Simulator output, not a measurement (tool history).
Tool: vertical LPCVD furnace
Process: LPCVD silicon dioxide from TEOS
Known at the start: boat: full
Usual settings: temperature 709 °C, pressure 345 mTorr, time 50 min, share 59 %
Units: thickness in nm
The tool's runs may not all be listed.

run     day  temperature  pressure  time  share  wafers since the last listed run  hours since the last temperature calibration  hours since the pressure gauge was zeroed  hours since the TEOS flow controller was replaced  hours since the gauge calibration  read-back reference wafer on the same gauge, thickness  thickness
  1       0          709       345    50     59                                 0                                        5474.6                                     4192.3                                             7157.4                              632.2                                                  485.62     512.68
      1.083  -- pressure gauge zeroed
  2   1.104          709       345    50     59                                42                                        5501.1                                        0.5                                             7183.9                              658.7                                                  486.24     514.36
  3   1.312          709       345    50     59                                84                                        5506.1                                        5.5                                             7188.9                              663.7                                                   486.1     516.95
  4   1.521          709       345    50     59                                84                                        5511.1                                       10.5                                             7193.9                              668.7                                                  486.07     515.43
  5   1.892          709       345    50     59                               150                                          5520                                       19.4                                             7202.8                              677.6                                                  486.36     513.24
  6   2.612          709       345    50     59                               291                                        5537.3                                       36.7                                             7220.1                              694.9                                                  485.56     514.84
  7   3.433          709       345    50     59                               332                                          5557                                       56.4                                             7239.8                              714.6                                                  486.04     514.01
  8   4.112          709       345    50     59                               274                                        5573.3                                       72.7                                             7256.1                              730.9                                                  486.12     512.26
  9   4.517          709       310  34.5     67                               163                                          5583                                       82.4                                             7265.8                              740.6                                                  486.38     356.62
      5.875  -- gauge calibrated
      5.975  -- thermocouples replaced and temperature profile calibrated
      6.971  -- TEOS flow controller replaced
 10   6.992          713       345    50     54                               192                                          24.4                                      141.8                                                0.5                               26.8                                                  486.11     497.05
 11     7.2          709       280    50     59                                84                                          29.4                                      146.8                                                5.5                               31.8                                                  485.88     426.69
 12   7.408          699       375    59     59                                84                                          34.4                                      151.8                                               10.5                               36.8                                                  486.28      463.7
 13   7.612          709       345    50     59                                82                                          39.3                                      156.7                                               15.4                               41.7                                                  486.03     476.11
 14   7.821          709       345    50     59                                84                                          44.3                                      161.7                                               20.4                               46.7                                                   485.8     471.62
 15   9.775          709       345    50     59                               790                                          91.2                                      208.6                                               67.3                               93.6                                                  486.39     475.46
 16  10.571          709       345    31     59                               321                                         110.3                                      227.7                                               86.4                              112.7                                                  486.15     295.71
 17  11.133          698       380  61.5     59                               227                                         123.8                                      241.2                                               99.9                              126.2                                                  486.27     476.39
 18  11.983          709       300    50     59                               343                                         144.2                                      261.6                                              120.3                              146.6                                                  485.86     445.56
 19  12.721          701       345    50     59                               298                                         161.9                                      279.3                                                138                              164.3                                                  486.13      399.1
 20  13.179          709       345    50     59                               185                                         172.9                                      290.3                                                149                              175.3                                                  486.16      478.9
 21  13.958          704       305    50     59                               315                                         191.6                                        309                                              167.7                                194                                                  486.05      402.8
 22  14.375          709       300  55.5     59                               168                                         201.6                                        319                                              177.7                                204                                                  486.24     496.41
 23   14.85          709       305  57.5     59                               192                                           213                                      330.4                                              189.1                              215.4                                                  485.68      518.2
 24  15.579          709       345    50     59                               295                                         230.5                                      347.9                                              206.6                              232.9                                                  485.91      481.1
 25  16.425          703       380    50     49                               342                                         250.8                                      368.2                                              226.9                              253.2                                                  486.38     400.27
 26  17.154          705       270    68     48                               295                                         268.3                                      385.7                                              244.4                              270.7                                                  486.39     476.53
 27  17.729          709       345    50     59                               232                                         282.1                                      399.5                                              258.2                              284.5                                                  486.08     480.61
 28  18.225          701       345  65.5     59                               200                                           294                                      411.4                                              270.1                              296.4                                                  485.63     525.82
 29  20.746          709       345    50     59                              1019                                         354.5                                      471.9                                              330.6                              356.9                                                  486.38     483.17
 30  21.192          709       345    50     59                               180                                         365.2                                      482.6                                              341.3                              367.6                                                  486.37     484.85
 31  21.625          709       345    50     59                               175                                         375.6                                        493                                              351.7                                378                                                     486     481.63
 32  22.088          709       345    50     59                               187                                         386.7                                      504.1                                              362.8                              389.1                                                  486.06     482.11

Hidden state at the last listed run before each entry between runs and at the first one after, where it differs:
Between runs 1 and 2: pressure gauge zeroed (day 1.083)
  true tube temperature minus thermocouple reading, K: 4.15 -> 4.16
  measured less the result without the state, thickness: +46.2 -> +46.38 nm
Between runs 9 and 10: gauge calibrated (day 5.875); thermocouples replaced and temperature profile calibrated (day 5.975); TEOS flow controller replaced (day 6.971)
  true tube temperature minus thermocouple reading, K: 4.16 -> 0.629
  measured less the result without the state, thickness: +32.21 -> +7.02 nm
